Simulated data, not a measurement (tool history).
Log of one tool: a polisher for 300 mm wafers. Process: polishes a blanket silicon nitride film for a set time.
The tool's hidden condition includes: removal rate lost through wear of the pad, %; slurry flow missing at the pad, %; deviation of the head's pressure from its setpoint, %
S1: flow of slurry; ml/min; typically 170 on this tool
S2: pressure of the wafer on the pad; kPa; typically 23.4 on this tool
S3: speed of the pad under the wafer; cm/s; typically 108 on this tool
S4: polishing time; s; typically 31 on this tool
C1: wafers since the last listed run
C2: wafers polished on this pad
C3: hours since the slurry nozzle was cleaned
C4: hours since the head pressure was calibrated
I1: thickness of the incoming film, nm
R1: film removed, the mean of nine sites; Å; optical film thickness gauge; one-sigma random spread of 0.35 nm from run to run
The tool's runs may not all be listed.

run   hour   S1    S2   S3  S4    C1    C2     C3     C4     I1   R1
  1      0  170  19.3  108  31     0  1436  228.3  149.7  430.8  487
         2  -- worn pad replaced by a new one
  2   18.1  170  19.3  108  31   157   157  246.4  167.8  425.1  483
  3   37.3  170  23.4  122  31   187   345  265.6    187  433.5  612
  4    142  170  23.4  122  31  1021  1366  370.3  291.7  438.7  615
     148.9  -- slurry nozzle cleaned
     165.3  -- worn pad replaced by a new one
  5  173.1  170  23.4  108  31   254    75   24.2  322.8  437.3  559
  6  208.4  170  23.4  108  31   344   420   59.5  358.1    437  554
  7  315.9  170  23.4  108  31  1049  1469    167  465.6  436.6  557
     335.4  -- worn pad replaced by a new one
  8  337.9  170  29.6  108  31   175    23    189  487.6    424  666
  9  407.5  170  29.6  108  31   679   703  258.6  557.2    427  672
 10  420.7  170  29.6  108  31   128   832  271.8  570.4  434.2  677
 11  439.1  170  23.4  108  31   179  1011  290.2  588.8  433.5  558
 12  467.1  170  23.4  108  31   273  1284  318.2  616.8  435.6  562
     474.9  -- slurry nozzle cleaned
 13  479.8  170  20.7  108  31   114  1399    4.9  629.5  431.2  515
     501.4  -- head pressure recalibrated
     514.3  -- worn pad replaced by a new one
 14  514.8  170  23.4  122  31   283     4   39.9   13.4  431.4  619
 15  531.5  170  23.4  124  31   162   167   56.6   30.1  432.3  617
 16    567  205  17.9  108  31   346   514   92.1   65.6  426.1  473
 17  590.4  150  23.4   98  31   228   742  115.5     89  432.6  513
 18    606  170  30.3  108  34   152   894  131.1  104.6  423.8  746
 19  640.7  170  29.6  108  31   338  1233  165.8  139.3  426.7  671
 20  661.9  170  23.4   90  21   206  1440    187  160.5  424.2  330
     673.7  -- worn pad replaced by a new one
 21  688.4  120  17.9   94  22   219   143  213.5    187  429.8  281
 22  709.2  145    20   90  31   203   346  234.3  207.8  431.9  428
 23  737.9  170  23.4  108  31   280   626    263  236.5  436.3  559
 24  755.9  170  20.7  108  31   175   802    281  254.5    429  505
 25  780.8  125  23.4  108  21   243  1045  305.9  279.4  427.5  362
 26  813.8  170  23.4   96  31   322  1367  338.9  312.4  432.7  508

3 options for the next run, each taken on its own from the tool as it stands now. Forecast them:
  A  814.2  170  23.4  136  31   3  1371  339.3  312.8  437.1   ?
  B  814.2  170  23.4  108  26   3  1371  339.3  312.8  437.1   ?
  C  814.2  205  17.2  122  26   3  1371  339.3  312.8  437.1   ?

run   R1
  A  668
  B  471
  C  424
Had the tool no hidden state, the same runs would have come out as:
run   R1
  A  668
  B  471
  C  424
